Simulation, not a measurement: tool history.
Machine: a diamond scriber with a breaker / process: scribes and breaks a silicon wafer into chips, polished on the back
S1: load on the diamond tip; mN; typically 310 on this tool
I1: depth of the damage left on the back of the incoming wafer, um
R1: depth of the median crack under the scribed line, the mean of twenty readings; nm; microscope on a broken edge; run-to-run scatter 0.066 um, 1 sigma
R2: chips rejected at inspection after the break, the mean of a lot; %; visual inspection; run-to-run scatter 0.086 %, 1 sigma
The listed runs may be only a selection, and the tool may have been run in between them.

| run | hour | S1 | I1 | R1 | R2 |
|---|---|---|---|---|---|
| 1 | 0.0 | 310 | 0.03 | 7400 | 1.72 |
| 2 | 103.4 | 310 | 0.02 | 7460 | 1.74 |
|  | 156.1 | diamond tip replaced by a new one |
| 3 | 178.4 | 310 | 0.02 | 7380 | 1.76 |
| 4 | 282.8 | 310 | 0.02 | 7500 | 1.69 |
| 5 | 371.5 | 310 | 0.03 | 7490 | 1.79 |
|  | 383.9 | load on the tip recalibrated |
| 6 | 422.5 | 337 | 0.05 | 7900 | 2.21 |
| 7 | 493.4 | 337 | 0.03 | 7890 | 2.22 |
| 8 | 532.5 | 337 | 0.04 | 7830 | 2.27 |
| 9 | 701.5 | 310 | 0.02 | 7520 | 1.82 |
| 10 | 802.2 | 352 | 0.03 | 8120 | 2.87 |
| 11 | 896.7 | 352 | 0.03 | 8000 | 3.07 |
|  | 1070.4 | diamond tip replaced by a new one |
| 12 | 1201.4 | 352 | 0.04 | 7980 | 2.90 |
| 13 | 1438.5 | 310 | 0.03 | 7460 | 1.69 |
| 14 | 1545.4 | 370 | 0.05 | 8410 | 3.52 |
| 15 | 1615.9 | 370 | 0.02 | 8380 | 3.80 |
|  | 1625.1 | load on the tip recalibrated |
| 16 | 1723.3 | 370 | 0.02 | 8390 | 3.83 |
| 17 | 1811.8 | 368 | 0.04 | 8260 | 3.53 |
| 18 | 1909.8 | 368 | 0.04 | 8370 | 4.02 |
| 19 | 1975.5 | 241 | 0.04 | 6500 | 5.40 |
| 20 | 2040.5 | 259 | 0.04 | 6780 | 4.14 |
|  | 2070.7 | diamond tip replaced by a new one |
| 21 | 2124.2 | 278 | 0.03 | 7020 | 2.48 |
| 22 | 2171.6 | 346 | 0.02 | 7960 | 2.46 |
| 23 | 2236.1 | 343 | 0.03 | 7990 | 2.65 |
| 24 | 2289.2 | 256 | 0.04 | 6650 | 4.18 |
| 25 | 2387.4 | 377 | 0.04 | 8410 | 4.48 |
| 26 | 2489.6 | 310 | 0.01 | 7580 | 1.98 |
| 27 | 2555.5 | 281 | 0.04 | 7110 | 2.57 |
| 28 | 2647.5 | 346 | 0.04 | 8020 | 2.69 |
| 29 | 2735.7 | 310 | 0.02 | 7550 | 1.78 |
| 30 | 2808.7 | 310 | 0.05 | 7460 | 1.81 |
| 31 | 2906.8 | 250 | 0.05 | 6700 | 4.84 |

Run 32 has not been measured yet. What should we expect?
|  | 2927.6 | diamond tip replaced by a new one |
| 32 | 2953.3 | 389 | 0.03 | ? | ? |

Run 32 yielded R1 8710 nm, R2 5.04 %.
Take away the tool's hidden state, keep the run-to-run variation as it was, and the same run would have given R1 8710 nm, R2 5.04 %.

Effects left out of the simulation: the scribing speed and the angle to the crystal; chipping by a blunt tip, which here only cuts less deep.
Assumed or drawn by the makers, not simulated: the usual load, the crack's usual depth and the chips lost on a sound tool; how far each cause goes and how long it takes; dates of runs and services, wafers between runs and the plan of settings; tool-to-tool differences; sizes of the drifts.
